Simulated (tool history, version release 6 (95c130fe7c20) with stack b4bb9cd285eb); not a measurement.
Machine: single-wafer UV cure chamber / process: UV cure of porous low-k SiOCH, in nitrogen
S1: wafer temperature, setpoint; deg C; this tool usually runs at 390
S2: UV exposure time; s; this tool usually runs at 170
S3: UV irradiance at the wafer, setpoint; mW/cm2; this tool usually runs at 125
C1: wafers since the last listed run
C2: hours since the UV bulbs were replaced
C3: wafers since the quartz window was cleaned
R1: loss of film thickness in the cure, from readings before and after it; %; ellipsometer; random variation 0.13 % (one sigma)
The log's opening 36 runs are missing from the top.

run 37 hour=3148.8 | S1=390 S2=225 S3=99 | C1=1078 C2=604.7 C3=3809 | R1=14.011
run 38 hour=3195.0 | S1=390 S2=170 S3=114 | C1=594 C2=650.9 C3=4404 | R1=13.378
run 39 hour=3279.3 | S1=390 S2=170 S3=125 | C1=1085 C2=735.2 C3=5489 | R1=13.802
run 40 hour=3330.0 | S1=400 S2=105 S3=98 | C1=652 C2=785.9 C3=6141 | R1=10.094
run 41 hour=3435.8 | S1=390 S2=170 S3=165 | C1=1361 C2=891.7 C3=7503 | R1=14.933
run 42 hour=3500.8 | S1=401 S2=110 S3=125 | C1=836 C2=956.7 C3=8340 | R1=11.105
run 43 hour=3576.3 | S1=401 S2=195 S3=114 | C1=971 C2=1032.2 C3=9312 | R1=13.804
-- hour=3607.7 UV bulbs replaced
run 44 hour=3634.5 | S1=381 S2=145 S3=163 | C1=646 C2=26.8 C3=9958 | R1=13.414
-- hour=3664.8 quartz window cleaned
run 45 hour=3707.1 | S1=373 S2=170 S3=157 | C1=831 C2=99.4 C3=544 | R1=15.175
run 46 hour=3802.2 | S1=390 S2=170 S3=125 | C1=1224 C2=194.5 C3=1768 | R1=14.254
run 47 hour=3843.0 | S1=390 S2=80 S3=125 | C1=525 C2=235.3 C3=2293 | R1=9.977
run 48 hour=3918.4 | S1=390 S2=170 S3=86 | C1=970 C2=310.7 C3=3264 | R1=11.859

Here are 4 independent what-if runs from the current tool condition. What would each one return?
run A hour=3918.8 | S1=390 S2=170 S3=125 | C1=5 C2=311.1 C3=3269 | R1=?
run B hour=3918.8 | S1=399 S2=95 S3=125 | C1=5 C2=311.1 C3=3269 | R1=?
run C hour=3918.8 | S1=404 S2=115 S3=125 | C1=5 C2=311.1 C3=3269 | R1=?
run D hour=3918.8 | S1=405 S2=230 S3=90 | C1=5 C2=311.1 C3=3269 | R1=?

run=A R1=14.040
run=B R1=11.132
run=C R1=12.234
run=D R1=14.214
The same runs, with their run-to-run variation unchanged, on a tool lacking any hidden condition would have given:
run=A R1=14.414
run=B R1=11.488
run=C R1=12.595
run=D R1=14.589
